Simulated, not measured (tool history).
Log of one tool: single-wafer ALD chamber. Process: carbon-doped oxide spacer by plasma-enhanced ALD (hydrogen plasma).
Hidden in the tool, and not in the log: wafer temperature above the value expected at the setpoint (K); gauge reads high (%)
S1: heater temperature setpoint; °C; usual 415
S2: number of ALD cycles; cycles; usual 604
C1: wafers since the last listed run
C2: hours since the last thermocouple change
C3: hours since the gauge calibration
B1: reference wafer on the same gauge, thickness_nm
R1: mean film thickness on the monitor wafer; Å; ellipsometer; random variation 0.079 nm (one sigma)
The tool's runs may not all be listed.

run    hour   S1   S2   C1      C2      C3      B1      R1
  1     0.0  405  604    0  1132.1  1271.3  24.108  289.06
  2    91.7  415  604   75  1223.8  1363.0  24.083  280.97
  3   301.1  415  604  172  1433.2  1572.4  24.086  282.68
  4   393.1  415  551   75  1525.2  1664.4  24.104  257.27
  5   456.7  415  604   52  1588.8  1728.0  24.094  281.02
  6   545.6  415  604   73  1677.7  1816.9  24.117  282.22
  7   639.8  415  604   77  1771.9  1911.1  24.105  282.07
      853.1  -- thermocouple changed; heater temperature recalibrated
  8   920.4  415  604  224    67.3  2191.7  24.061  279.00
      969.3  -- gauge calibrated
  9  1009.4  415  604   73   156.3    40.1  24.082  280.15
 10  1066.8  415  604   47   213.7    97.5  24.096  280.05
 11  1167.2  427  562   82   314.1   197.9  24.113  252.03
 12  1274.7  422  604   88   421.6   305.4  24.093  275.59
 13  1360.4  415  560   70   507.3   391.1  24.100  258.89
 14  1409.6  415  522   40   556.5   440.3  24.107  241.89
 15  1516.8  415  604   88   663.7   547.5  24.113  281.17
 16  1623.4  429  694   87   770.3   654.1  24.087  308.69
 17  1696.2  401  604   59   843.1   726.9  24.107  289.98
 18  1738.9  403  492   35   885.8   769.6  24.101  235.83
 19  1842.1  415  604   84   989.0   872.8  24.126  280.87
 20  1942.5  419  699   82  1089.4   973.2  24.082  322.98
 21  1985.9  415  604   35  1132.8  1016.6  24.102  282.26

Hidden state at the last listed run before each entry between runs and at the first one after, where it differs:
Between runs 7 and 8: thermocouple changed; heater temperature recalibrated (hour 853.1)
  wafer temperature above the value expected at the setpoint (K): -4.03 -> 0.0689
  measured less the result without the state, R1: +3.10 -> -0.05 Å
Between runs 8 and 9: gauge calibrated (hour 969.3)
  wafer temperature above the value expected at the setpoint (K): 0.0689 -> -0.169
  measured less the result without the state, R1: -0.05 -> +0.13 Å
